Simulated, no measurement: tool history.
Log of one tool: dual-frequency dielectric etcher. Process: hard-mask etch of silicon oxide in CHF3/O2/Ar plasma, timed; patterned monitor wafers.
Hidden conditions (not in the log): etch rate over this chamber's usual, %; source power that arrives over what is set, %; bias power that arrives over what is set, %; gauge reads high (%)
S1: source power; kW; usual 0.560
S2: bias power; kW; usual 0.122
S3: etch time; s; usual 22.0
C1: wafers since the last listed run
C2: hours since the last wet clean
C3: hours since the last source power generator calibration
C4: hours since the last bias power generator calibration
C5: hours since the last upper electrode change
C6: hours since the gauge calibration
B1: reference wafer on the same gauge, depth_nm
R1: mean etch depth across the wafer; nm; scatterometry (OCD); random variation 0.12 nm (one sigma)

run   hour     S1     S2    S3    C1     C2      C3      C4      C5     C6     B1     R1
  1    0.0  0.560  0.122  22.0     0   75.6  1522.7  2088.2  3310.8   48.5  45.11  38.49
  2   25.8  0.560  0.122  22.0   323  101.4  1548.5  2114.0  3336.6   74.3  45.11  38.83
  3   55.6  0.560  0.113  22.0   373  131.2  1578.3  2143.8  3366.4  104.1  45.08  37.09
  4   72.0  0.560  0.113  22.0   205  147.6  1594.7  2160.2  3382.8  120.5  45.14  37.29
  5   92.9  0.460  0.122  24.0   262  168.5  1615.6  2181.1  3403.7  141.4  45.08  39.63
  6  115.2  0.460  0.122  24.0   279  190.8  1637.9  2203.4  3426.0  163.7  45.12  39.49
  7  145.3  0.460  0.122  24.0   377  220.9  1668.0  2233.5  3456.1  193.8  45.09  39.82
  8  159.6  0.560  0.122  22.0   179  235.2  1682.3  2247.8  3470.4  208.1  45.13  38.50
  9  173.6  0.560  0.122  22.0   175  249.2  1696.3  2261.8  3484.4  222.1  45.05  38.60
 10  189.3  0.560  0.122  22.0   197  264.9  1712.0  2277.5  3500.1  237.8  45.08  38.50
 11  219.2  0.560  0.122  22.0   375  294.8  1741.9  2307.4  3530.0  267.7  45.05  38.21
     230.5  -- bias power generator calibrated
 12  253.6  0.560  0.122  22.0   381  329.2  1776.3    23.1  3564.4  302.1  45.08  38.27
 13  289.2  0.560  0.122  22.0   446  364.8  1811.9    58.7  3600.0  337.7  45.10  38.28
 14  324.5  0.490  0.150  18.5   443  400.1  1847.2    94.0  3635.3  373.0  45.09  34.07
     340.8  -- source power generator calibrated
     354.5  -- upper electrode replaced
 15  359.0  0.560  0.108  22.0   210  434.6    18.2   128.5     4.5  407.5  45.09  36.20
 16  377.0  0.560  0.122  27.5   225  452.6    36.2   146.5    22.5  425.5  45.09  47.77
 17  464.4  0.460  0.122  22.0  1096  540.0   123.6   233.9   109.9  512.9  45.13  35.86
 18  490.2  0.430  0.122  23.5   323  565.8   149.4   259.7   135.7  538.7  45.09  37.70
 19  509.4  0.560  0.122  22.0   240  585.0   168.6   278.9   154.9  557.9  45.11  37.82
 20  525.6  0.610  0.100  26.5   203  601.2   184.8   295.1   171.1  574.1  45.12  42.82
     560.0  -- gauge calibrated
     562.4  -- wet clean of the chamber
 21  562.9  0.560  0.099  22.0   166    0.5   222.1   332.4   208.4    2.9  45.14  34.96
 22  577.7  0.490  0.110  16.5   185   15.3   236.9   347.2   223.2   17.7  45.07  26.56
 23  613.4  0.650  0.150  22.0   448   51.0   272.6   382.9   258.9   53.4  45.11  44.27
 24  631.8  0.560  0.136  24.0   230   69.4   291.0   401.3   277.3   71.8  45.08  44.12
 25  648.2  0.630  0.134  28.5   205   85.8   307.4   417.7   293.7   88.2  45.05  54.11
 26  668.8  0.560  0.122  22.0   258  106.4   328.0   438.3   314.3  108.8  45.10  38.50
 27  748.3  0.560  0.122  22.0   997  185.9   407.5   517.8   393.8  188.3  45.10  38.49

Alternative continuations, all from the tool just after run 27; predict every row:
  A  748.7  0.560  0.122  22.0   5  186.3  407.9  518.2  394.2  188.7   ?   ?
  B  748.7  0.670  0.103  17.0   5  186.3  407.9  518.2  394.2  188.7   ?   ?
  C  748.7  0.560  0.122  16.0   5  186.3  407.9  518.2  394.2  188.7   ?   ?
  D  748.7  0.560  0.110  16.5   5  186.3  407.9  518.2  394.2  188.7   ?   ?

run     B1     R1
  A  45.10  38.43
  B  45.10  29.04
  C  45.10  27.95
  D  45.10  27.51
With the hidden condition removed and each run's random variation left untouched, the same runs would have given:
run     R1
  A  38.81
  B  29.33
  C  28.23
  D  27.79
